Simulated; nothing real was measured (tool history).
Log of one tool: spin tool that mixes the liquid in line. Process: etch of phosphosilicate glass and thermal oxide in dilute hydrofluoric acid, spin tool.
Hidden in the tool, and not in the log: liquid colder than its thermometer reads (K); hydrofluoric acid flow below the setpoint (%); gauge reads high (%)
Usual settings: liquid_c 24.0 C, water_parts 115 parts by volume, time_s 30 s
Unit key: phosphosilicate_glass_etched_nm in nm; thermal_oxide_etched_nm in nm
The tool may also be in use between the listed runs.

| run | hour | liquid_c | water_parts | time_s | wafers since the last listed run | hours since the thermometer was replaced | hours since the hydrofluoric acid flow meter was replaced | hours since the gauge calibration | read-back film thickness of the phosphosilicate glass reference wafer, read on the same gauge (nm) | read-back film thickness of the thermal oxide reference wafer, read on the same gauge (nm) | phosphosilicate_glass_etched_nm | thermal_oxide_etched_nm |
|---|---|---|---|---|---|---|---|---|---|---|---|---|
| 1 | 0.0 | 24.0 | 90 | 30 | 0 | 765.8 | 712.7 | 2182.0 | 109.98 | 119.995 | 37.85 | 1.446 |
| 2 | 35.4 | 24.0 | 95 | 30 | 635 | 801.2 | 748.1 | 2217.4 | 110.01 | 120.025 | 34.93 | 1.264 |
| 3 | 64.3 | 24.0 | 95 | 30 | 518 | 830.1 | 777.0 | 2246.3 | 110.00 | 119.975 | 34.87 | 1.267 |
| 4 | 128.1 | 24.0 | 115 | 30 | 1144 | 893.9 | 840.8 | 2310.1 | 110.01 | 119.927 | 28.19 | 1.066 |
| 5 | 194.9 | 29.0 | 115 | 30 | 1198 | 960.7 | 907.6 | 2376.9 | 109.99 | 119.990 | 34.26 | 1.299 |
| 6 | 253.2 | 24.0 | 60 | 40 | 1046 | 1019.0 | 965.9 | 2435.2 | 109.97 | 119.972 | 75.27 | 2.833 |
| 7 | 322.1 | 24.0 | 70 | 45 | 1236 | 1087.9 | 1034.8 | 2504.1 | 110.00 | 120.026 | 71.54 | 2.649 |
|  | 327.0 | hydrofluoric acid flow meter replaced |
|  | 329.3 | thermometer replaced |
| 8 | 358.2 | 24.0 | 95 | 30 | 611 | 28.9 | 31.2 | 2540.2 | 109.99 | 119.957 | 37.54 | 1.351 |
|  | 389.9 | gauge calibrated |
| 9 | 426.3 | 19.0 | 145 | 50 | 1221 | 97.0 | 99.3 | 36.4 | 109.99 | 120.031 | 31.71 | 1.175 |
| 10 | 476.0 | 28.0 | 115 | 30 | 891 | 146.7 | 149.0 | 86.1 | 110.02 | 120.020 | 35.39 | 1.258 |
| 11 | 534.3 | 19.5 | 115 | 25 | 1046 | 205.0 | 207.3 | 144.4 | 109.98 | 119.994 | 20.47 | 0.748 |
| 12 | 659.4 | 24.0 | 115 | 20 | 2244 | 330.1 | 332.4 | 269.5 | 110.01 | 119.996 | 19.58 | 0.731 |
| 13 | 728.6 | 24.0 | 115 | 30 | 1241 | 399.3 | 401.6 | 338.7 | 109.99 | 119.970 | 29.18 | 1.102 |
| 14 | 775.5 | 24.0 | 115 | 30 | 841 | 446.2 | 448.5 | 385.6 | 109.99 | 120.002 | 29.63 | 1.099 |
| 15 | 831.8 | 24.0 | 115 | 30 | 1010 | 502.5 | 504.8 | 441.9 | 110.05 | 119.940 | 28.71 | 1.082 |
| 16 | 868.8 | 22.0 | 115 | 30 | 663 | 539.5 | 541.8 | 478.9 | 110.01 | 120.022 | 26.42 | 1.017 |
| 17 | 936.2 | 24.0 | 115 | 30 | 1209 | 606.9 | 609.2 | 546.3 | 110.02 | 119.985 | 28.96 | 1.091 |
| 18 | 967.4 | 24.0 | 115 | 30 | 559 | 638.1 | 640.4 | 577.5 | 110.01 | 119.962 | 28.66 | 1.052 |
| 19 | 1024.4 | 24.0 | 75 | 30 | 1022 | 695.1 | 697.4 | 634.5 | 110.04 | 120.004 | 46.26 | 1.642 |
| 20 | 1088.1 | 24.0 | 90 | 50 | 1142 | 758.8 | 761.1 | 698.2 | 110.01 | 119.972 | 62.10 | 2.266 |
| 21 | 1149.2 | 24.0 | 115 | 35 | 1096 | 819.9 | 822.2 | 759.3 | 110.02 | 120.010 | 32.84 | 1.220 |
| 22 | 1176.2 | 24.0 | 115 | 15 | 484 | 846.9 | 849.2 | 786.3 | 110.01 | 120.025 | 14.06 | 0.540 |
| 23 | 1245.3 | 26.0 | 170 | 15 | 1239 | 916.0 | 918.3 | 855.4 | 110.00 | 120.041 | 9.69 | 0.357 |
| 24 | 1290.5 | 28.0 | 155 | 15 | 811 | 961.2 | 963.5 | 900.6 | 109.99 | 119.979 | 11.62 | 0.433 |
|  | 1299.7 | hydrofluoric acid flow meter replaced |
| 25 | 1355.4 | 24.0 | 115 | 15 | 1146 | 1026.1 | 55.7 | 965.5 | 109.98 | 119.998 | 14.12 | 0.532 |

Each row is a separate what-if for the run after 25, all from the same tool condition, not one after another. Results?
| A | 1355.8 | 24.0 | 115 | 30 | 7 | 1026.5 | 56.1 | 965.9 | ? | ? | ? | ? |
| B | 1355.8 | 24.0 | 55 | 30 | 7 | 1026.5 | 56.1 | 965.9 | ? | ? | ? | ? |
| C | 1355.8 | 24.0 | 75 | 45 | 7 | 1026.5 | 56.1 | 965.9 | ? | ? | ? | ? |
| D | 1355.8 | 20.5 | 115 | 30 | 7 | 1026.5 | 56.1 | 965.9 | ? | ? | ? | ? |

| run | read-back film thickness of the phosphosilicate glass reference wafer, read on the same gauge (nm) | read-back film thickness of the thermal oxide reference wafer, read on the same gauge (nm) | phosphosilicate_glass_etched_nm | thermal_oxide_etched_nm |
|---|---|---|---|---|
| A | 110.01 | 119.935 | 27.78 | 1.049 |
| B | 110.01 | 119.935 | 62.40 | 2.356 |
| C | 110.01 | 119.935 | 66.97 | 2.528 |
| D | 110.01 | 119.935 | 24.10 | 0.910 |
Stripped of hidden state, with their random variation kept, the same runs would have yielded:
| run | phosphosilicate_glass_etched_nm | thermal_oxide_etched_nm |
|---|---|---|
| A | 30.36 | 1.146 |
| B | 68.45 | 2.585 |
| C | 73.37 | 2.770 |
| D | 26.41 | 0.997 |

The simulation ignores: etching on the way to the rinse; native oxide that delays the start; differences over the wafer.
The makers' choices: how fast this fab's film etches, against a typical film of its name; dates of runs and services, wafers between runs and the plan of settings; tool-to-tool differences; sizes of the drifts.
